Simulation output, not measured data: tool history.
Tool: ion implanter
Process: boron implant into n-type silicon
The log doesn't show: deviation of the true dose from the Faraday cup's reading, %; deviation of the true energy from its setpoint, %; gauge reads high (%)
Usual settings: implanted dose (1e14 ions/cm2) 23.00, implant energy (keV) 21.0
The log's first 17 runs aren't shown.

run    hour  implanted dose (1e14 ions/cm2)  implant energy (keV)  wafers since the last listed run  hours since the last dose calibration  hours since the extraction supply was calibrated  hours since the gauge calibration  read-back reference wafer on the same gauge, sheet resistance  sheet resistance of the implanted and annealed layer (ohm/square)
 18  1448.4                           29.59                  27.0                               580                                 1382.0                                             722.7                             3015.9                                                          68.23                                                              54.63
 19  1495.0                           26.30                  25.5                               587                                 1428.6                                             769.3                             3062.5                                                          68.26                                                              58.25
 20  1567.8                           23.00                  16.0                               917                                 1501.4                                             842.1                             3135.3                                                          68.28                                                              74.06
     1624.6  -- gauge calibrated
 21  1661.7                           20.27                  17.5                              1183                                 1595.3                                             936.0                               37.1                                                          68.29                                                              74.91
 22  1747.3                           20.75                  26.5                              1078                                 1680.9                                            1021.6                              122.7                                                          68.19                                                              65.36
 23  1846.2                           19.74                  25.5                              1246                                 1779.8                                            1120.5                              221.6                                                          68.30                                                              67.93
 24  1943.3                           29.10                  16.0                              1223                                 1876.9                                            1217.6                              318.7                                                          68.27                                                              68.51
 25  2030.7                           26.13                  28.0                              1101                                 1964.3                                            1305.0                              406.1                                                          68.37                                                              56.33
 26  2118.2                           23.00                  21.0                              1102                                 2051.8                                            1392.5                              493.6                                                          68.26                                                              65.56
     2205.7  -- Faraday cup replaced and dose calibrated
 27  2269.6                           29.38                  26.0                              1806                                   63.9                                            1543.9                              645.0                                                          68.33                                                              56.63
 28  2356.1                           23.00                  21.0                              1089                                  150.4                                            1630.4                              731.5                                                          68.30                                                              67.57
 29  2412.9                           26.53                  21.0                               715                                  207.2                                            1687.2                              788.3                                                          68.25                                                              63.66
 30  2512.4                           18.05                  21.0                              1253                                  306.7                                            1786.7                              887.8                                                          68.25                                                              76.73
 31  2575.8                           20.75                  26.5                               798                                  370.1                                            1850.1                              951.2                                                          68.32                                                              67.48
 32  2676.0                           23.00                  16.0                              1262                                  470.3                                            1950.3                             1051.4                                                          68.28                                                              74.40
 33  2757.4                           26.37                  26.5                              1025                                  551.7                                            2031.7                             1132.8                                                          68.24                                                              58.92

The next listed run, before its measurement:
 34  2825.8                           19.90                  25.5                               861                                  620.1                                            2100.1                             1201.2                                                              ?                                                                  ?

{"run 34": {"read-back reference wafer on the same gauge, sheet resistance": 68.32, "sheet resistance of the implanted and annealed layer (ohm/square)": 68.89}}
Without the tool's hidden state the same run would have given sheet resistance of the implanted and annealed layer (ohm/square) 68.84.
